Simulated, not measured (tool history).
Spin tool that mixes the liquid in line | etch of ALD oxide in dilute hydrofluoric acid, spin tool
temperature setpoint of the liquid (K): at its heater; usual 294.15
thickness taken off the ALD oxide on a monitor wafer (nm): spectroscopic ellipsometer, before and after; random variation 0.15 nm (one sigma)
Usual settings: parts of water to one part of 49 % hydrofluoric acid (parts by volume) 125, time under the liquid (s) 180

run,day,temperature setpoint of the liquid (K),parts of water to one part of 49 % hydrofluoric acid (parts by volume),time under the liquid (s),wafers since the last listed run,hours since the thermometer was replaced,hours since the hydrofluoric acid flow meter was replaced,hours since the gauge calibration,"read-back film thickness of the ALD oxide reference wafer, read on the same gauge (nm)",thickness taken off the ALD oxide on a monitor wafer (nm)
1,0,294.15,125,180,0,964.4,305.7,170.4,100.03,43.3
2,0.812,294.15,125,180,157,983.9,325.2,189.9,99.99,43.29
3,1.571,294.15,125,180,147,1002.1,343.4,208.1,100.03,43.29
4,2.254,293.15,125,180,132,1018.5,359.8,224.5,99.97,41.73
5,2.829,296.65,125,180,111,1032.3,373.6,238.3,100.01,47.73
6,3.888,296.65,125,180,205,1057.7,399,263.7,100.03,47.94
7,5.117,294.15,95,180,238,1087.2,428.5,293.2,100.03,59.58
8,6.421,294.15,125,180,253,1118.5,459.8,324.5,99.97,43.82
9,7.208,294.15,125,180,152,1137.4,478.7,343.4,100,43.85
10,7.879,294.15,125,180,130,1153.5,494.8,359.5,100.02,43.76
# day 8.496: gauge calibrated
11,9.35,294.15,125,180,285,1188.8,530.1,20.5,100.02,43.96
12,10.812,290.15,170,90,283,1223.9,565.2,55.6,100,13.16
13,12.183,294.15,125,180,266,1256.8,598.1,88.5,100.03,44.16
14,13.671,290.15,180,180,288,1292.5,633.8,124.2,99.98,24.65
# day 14.429: hydrofluoric acid flow meter replaced
15,14.608,296.65,65,120,173,1315,4.3,146.7,100.03,67.26
16,15.8,294.15,125,235,231,1343.6,32.9,175.3,99.99,57.64
17,17.129,294.15,125,255,258,1375.5,64.8,207.2,99.99,62.43
18,18.2,294.15,125,180,207,1401.2,90.5,232.9,100.02,44.2

The next listed run, before its measurement:
# day 18.604: thermometer replaced
19,19.229,298.65,125,255,191,15,115.2,257.6,?,?

read-back film thickness of the ALD oxide reference wafer, read on the same gauge (nm): 99.98
thickness taken off the ALD oxide on a monitor wafer (nm): 68.48
Without the tool's hidden state the same run would have given thickness taken off the ALD oxide on a monitor wafer (nm) 68.38.
